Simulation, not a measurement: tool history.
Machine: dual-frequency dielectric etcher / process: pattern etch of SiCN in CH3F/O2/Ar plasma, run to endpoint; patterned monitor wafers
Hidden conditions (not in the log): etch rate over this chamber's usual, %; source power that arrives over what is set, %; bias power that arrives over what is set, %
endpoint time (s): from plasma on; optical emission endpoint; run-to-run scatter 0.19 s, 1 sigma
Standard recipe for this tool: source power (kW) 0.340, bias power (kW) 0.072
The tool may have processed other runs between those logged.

run,day,source power (kW),bias power (kW),wafers since the last listed run,hours since the last wet clean,hours since the last source power generator calibration,hours since the last bias power generator calibration,hours since the last upper electrode change,"incoming incoming film thickness, nm",endpoint time (s)
1,0.000,0.340,0.084,0,495.5,1430.2,362.4,2394.3,9.21,21.6
# day 1.171: wet clean of the chamber
2,3.688,0.340,0.084,601,60.4,1518.7,450.9,2482.8,9.21,22.4
3,12.908,0.340,0.084,2064,281.7,1740.0,672.2,2704.1,9.21,22.2
4,15.717,0.340,0.072,628,349.1,1807.4,739.6,2771.5,9.26,23.4
5,18.792,0.340,0.072,688,422.9,1881.2,813.4,2845.3,9.03,22.3
# day 22.538: wet clean of the chamber
6,25.404,0.340,0.072,1256,68.8,2039.9,972.1,3004.0,9.22,24.0
7,28.454,0.340,0.072,683,142.0,2113.1,1045.3,3077.2,9.20,23.6
8,30.346,0.340,0.072,423,187.4,2158.5,1090.7,3122.6,9.29,23.6
# day 35.104: source power generator calibrated
# day 36.021: upper electrode replaced, of another model than before
9,38.896,0.340,0.072,1672,392.6,91.0,1295.9,69.0,9.27,22.9
# day 40.825: wet clean of the chamber
10,42.933,0.340,0.072,680,50.6,187.9,1392.8,165.9,9.15,23.8
11,55.312,0.340,0.072,2772,347.7,485.0,1689.9,463.0,9.33,23.4
# day 57.888: wet clean of the chamber
12,59.162,0.340,0.072,638,30.6,577.4,1782.3,555.4,9.21,23.9
13,61.021,0.340,0.058,416,75.2,622.0,1826.9,600.0,9.14,27.1
14,63.554,0.340,0.065,567,136.0,682.8,1887.7,660.8,9.22,25.5
15,67.833,0.340,0.072,958,238.7,785.5,1990.4,763.5,9.20,23.4
16,70.792,0.340,0.084,662,309.7,856.5,2061.4,834.5,9.27,21.2
# day 71.079: bias power generator calibrated
17,73.633,0.340,0.072,599,377.9,924.7,61.3,902.7,9.16,22.6
# day 75.538: wet clean of the chamber
18,77.738,0.340,0.089,695,52.8,1023.2,159.8,1001.2,9.13,21.1
19,79.396,0.280,0.058,371,92.6,1063.0,199.6,1041.0,9.23,28.9
20,82.742,0.340,0.057,749,172.9,1143.3,279.9,1121.3,9.22,27.3
21,85.000,0.340,0.064,505,227.1,1197.5,334.1,1175.5,9.29,25.5
22,87.383,0.360,0.078,533,284.3,1254.7,391.3,1232.7,9.14,21.8
23,89.871,0.340,0.087,557,344.0,1314.4,451.0,1292.4,9.23,20.8
24,91.921,0.360,0.087,459,393.2,1363.6,500.2,1341.6,9.20,20.1
# day 93.154: wet clean of the chamber
25,94.154,0.340,0.072,276,24.0,1417.2,553.8,1395.2,9.14,23.7
26,96.067,0.290,0.086,428,69.9,1463.1,599.7,1441.1,9.18,21.8

Hidden state at the last listed run before each entry between runs and at the first one after, where it differs:
From run 1 to run 2: wet clean of the chamber (day 1.171)
  etch rate over this chamber's usual, %: 5.41 -> 0.464
  measured less the result without the state, endpoint time (s): -1.1 -> -0.1
From run 5 to run 6: wet clean of the chamber (day 22.538)
  etch rate over this chamber's usual, %: 4.63 -> 1.03
  measured less the result without the state, endpoint time (s): -1.0 -> -0.2
From run 8 to run 9: source power generator calibrated (day 35.104); upper electrode replaced, of another model than before (day 36.021)
  etch rate over this chamber's usual, %: 2.4 -> 4.75
  measured less the result without the state, endpoint time (s): -0.6 -> -1.1
From run 9 to run 10: wet clean of the chamber (day 40.825)
  etch rate over this chamber's usual, %: 4.75 -> 0.239
  measured less the result without the state, endpoint time (s): -1.1 -> +0.0
From run 11 to run 12: wet clean of the chamber (day 57.888)
  etch rate over this chamber's usual, %: 3.65 -> 0.171
  measured less the result without the state, endpoint time (s): -0.8 -> +0.0
From run 16 to run 17: bias power generator calibrated (day 71.079)
  etch rate over this chamber's usual, %: 3.38 -> 4.16
  measured less the result without the state, endpoint time (s): -0.7 -> -1.0
From run 17 to run 18: wet clean of the chamber (day 75.538)
  etch rate over this chamber's usual, %: 4.16 -> 0.675
  measured less the result without the state, endpoint time (s): -1.0 -> -0.2
From run 24 to run 25: wet clean of the chamber (day 93.154)
  etch rate over this chamber's usual, %: 4.59 -> 0.968
  measured less the result without the state, endpoint time (s): -0.9 -> -0.2

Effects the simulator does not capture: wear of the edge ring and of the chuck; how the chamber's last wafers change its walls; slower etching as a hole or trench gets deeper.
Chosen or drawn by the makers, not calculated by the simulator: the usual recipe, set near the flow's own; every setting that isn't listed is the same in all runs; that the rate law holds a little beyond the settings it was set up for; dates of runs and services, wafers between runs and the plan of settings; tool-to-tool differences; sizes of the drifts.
